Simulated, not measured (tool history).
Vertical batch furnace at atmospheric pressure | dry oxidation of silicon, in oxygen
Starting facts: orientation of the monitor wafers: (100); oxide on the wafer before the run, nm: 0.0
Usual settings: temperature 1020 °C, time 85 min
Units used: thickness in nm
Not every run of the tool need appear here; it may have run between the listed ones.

| run | hour | temperature | time | wafers since the last listed run | hours since the last temperature calibration | hours since the boat lift was adjusted | hours since the gauge calibration | read-back reference wafer on the same gauge, thickness | thickness |
|---|---|---|---|---|---|---|---|---|---|
| 1 | 0 | 1039 | 111.5 | 0 | 2159.4 | 2071.8 | 298.2 | 84.78 | 104.95 |
| 2 | 26.3 | 1039 | 111.5 | 179 | 2185.7 | 2098.1 | 324.5 | 84.78 | 105.81 |
| 3 | 42.8 | 1039 | 111.5 | 112 | 2202.2 | 2114.6 | 341 | 84.8 | 105.9 |
| 4 | 57 | 1020 | 85 | 97 | 2216.4 | 2128.8 | 355.2 | 84.79 | 75.39 |
| 5 | 72.2 | 1020 | 85 | 103 | 2231.6 | 2144 | 370.4 | 84.8 | 74.83 |
| 6 | 87.8 | 1026 | 54 | 106 | 2247.2 | 2159.6 | 386 | 84.77 | 58.72 |
| 7 | 111 | 1020 | 95.5 | 158 | 2270.4 | 2182.8 | 409.2 | 84.76 | 81.29 |
| 8 | 127.1 | 1020 | 95.5 | 110 | 2286.5 | 2198.9 | 425.3 | 84.75 | 81.36 |
| 9 | 155.1 | 1020 | 95.5 | 191 | 2314.5 | 2226.9 | 453.3 | 84.82 | 81.47 |
| 10 | 173.2 | 1009 | 85 | 123 | 2332.6 | 2245 | 471.4 | 84.83 | 68.09 |
| 11 | 207.6 | 1009 | 85 | 235 | 2367 | 2279.4 | 505.8 | 84.8 | 68.2 |
| 12 | 239.9 | 1009 | 85 | 220 | 2399.3 | 2311.7 | 538.1 | 84.8 | 67.74 |
| 13 | 274.9 | 1020 | 85 | 239 | 2434.3 | 2346.7 | 573.1 | 84.77 | 75.38 |
| 14 | 299.6 | 1020 | 85 | 168 | 2459 | 2371.4 | 597.8 | 84.87 | 75.16 |
| 15 | 334.1 | 1020 | 85 | 235 | 2493.5 | 2405.9 | 632.3 | 84.77 | 75.39 |
| 16 | 355.1 | 1001 | 85 | 143 | 2514.5 | 2426.9 | 653.3 | 84.78 | 62.94 |
| 17 | 377.8 | 1001 | 85 | 155 | 2537.2 | 2449.6 | 676 | 84.8 | 63.76 |
| 18 | 397.3 | 1001 | 85 | 133 | 2556.7 | 2469.1 | 695.5 | 84.82 | 63.25 |
|  | 450.6 | gauge calibrated |
|  | 454.6 | thermocouples replaced and temperature profile calibrated |
| 19 | 455.1 | 1020 | 85 | 230 | 0.5 | 2526.9 | 4.5 | 84.81 | 76.83 |
| 20 | 463.4 | 1020 | 85 | 56 | 8.8 | 2535.2 | 12.8 | 84.85 | 76.92 |
| 21 | 505.9 | 997 | 85 | 290 | 51.3 | 2577.7 | 55.3 | 84.76 | 62.26 |
| 22 | 520.3 | 1036 | 120 | 98 | 65.7 | 2592.1 | 69.7 | 84.79 | 111.15 |
| 23 | 553.7 | 1035 | 45.5 | 228 | 99.1 | 2625.5 | 103.1 | 84.78 | 58.84 |
| 24 | 574.3 | 1009 | 85 | 140 | 119.7 | 2646.1 | 123.7 | 84.77 | 69.91 |
|  | 605.3 | boat lift adjusted |
|  | 668.7 | thermocouples replaced and temperature profile calibrated, repeated, since the last time left the tool worse |
| 25 | 669.2 | 1000 | 85 | 320 | 0.5 | 63.9 | 218.6 | 84.79 | 60.9 |
| 26 | 693.7 | 1003 | 98.5 | 167 | 25 | 88.4 | 243.1 | 84.87 | 68.9 |
| 27 | 714.9 | 1037 | 110 | 144 | 46.2 | 109.6 | 264.3 | 84.76 | 100.61 |
| 28 | 742.9 | 1004 | 73.5 | 191 | 74.2 | 137.6 | 292.3 | 84.78 | 57.12 |
| 29 | 763.7 | 1034 | 85 | 142 | 95 | 158.4 | 313.1 | 84.81 | 83.09 |
| 30 | 797.9 | 1020 | 85 | 233 | 129.2 | 192.6 | 347.3 | 84.77 | 73.19 |
| 31 | 810.9 | 1037 | 107.5 | 88 | 142.2 | 205.6 | 360.3 | 84.81 | 99.87 |
| 32 | 832.2 | 1020 | 85 | 145 | 163.5 | 226.9 | 381.6 | 84.8 | 73.15 |
| 33 | 858.7 | 997 | 121 | 181 | 190 | 253.4 | 408.1 | 84.86 | 74.86 |
| 34 | 873.3 | 1020 | 109 | 99 | 204.6 | 268 | 422.7 | 84.79 | 86.25 |
| 35 | 885.7 | 999 | 85 | 84 | 217 | 280.4 | 435.1 | 84.83 | 60.27 |
| 36 | 912.8 | 1020 | 85 | 185 | 244.1 | 307.5 | 462.2 | 84.78 | 72.93 |
| 37 | 939.5 | 1029 | 116 | 182 | 270.8 | 334.2 | 488.9 | 84.81 | 97.47 |
| 38 | 961.2 | 996 | 113.5 | 148 | 292.5 | 355.9 | 510.6 | 84.77 | 71.35 |

Describe how what the log doesn't record of the tool's condition differs between the last listed run preceding each entry between runs and the first listed run following it.
Runs 18 to 19: gauge calibrated (hour 450.6); thermocouples replaced and temperature profile calibrated (hour 454.6)
  true tube temperature minus thermocouple reading, K: 4.18 -> 6.47
  measured result minus the result with no hidden state, thickness: +2.53 -> +4.37 nm
Runs 24 to 25: boat lift adjusted (hour 605.3); thermocouples replaced and temperature profile calibrated, repeated, since the last time left the tool worse (hour 668.7)
  true tube temperature minus thermocouple reading, K: 6.48 -> 0.592
  measured result minus the result with no hidden state, thickness: +4.11 -> +0.35 nm
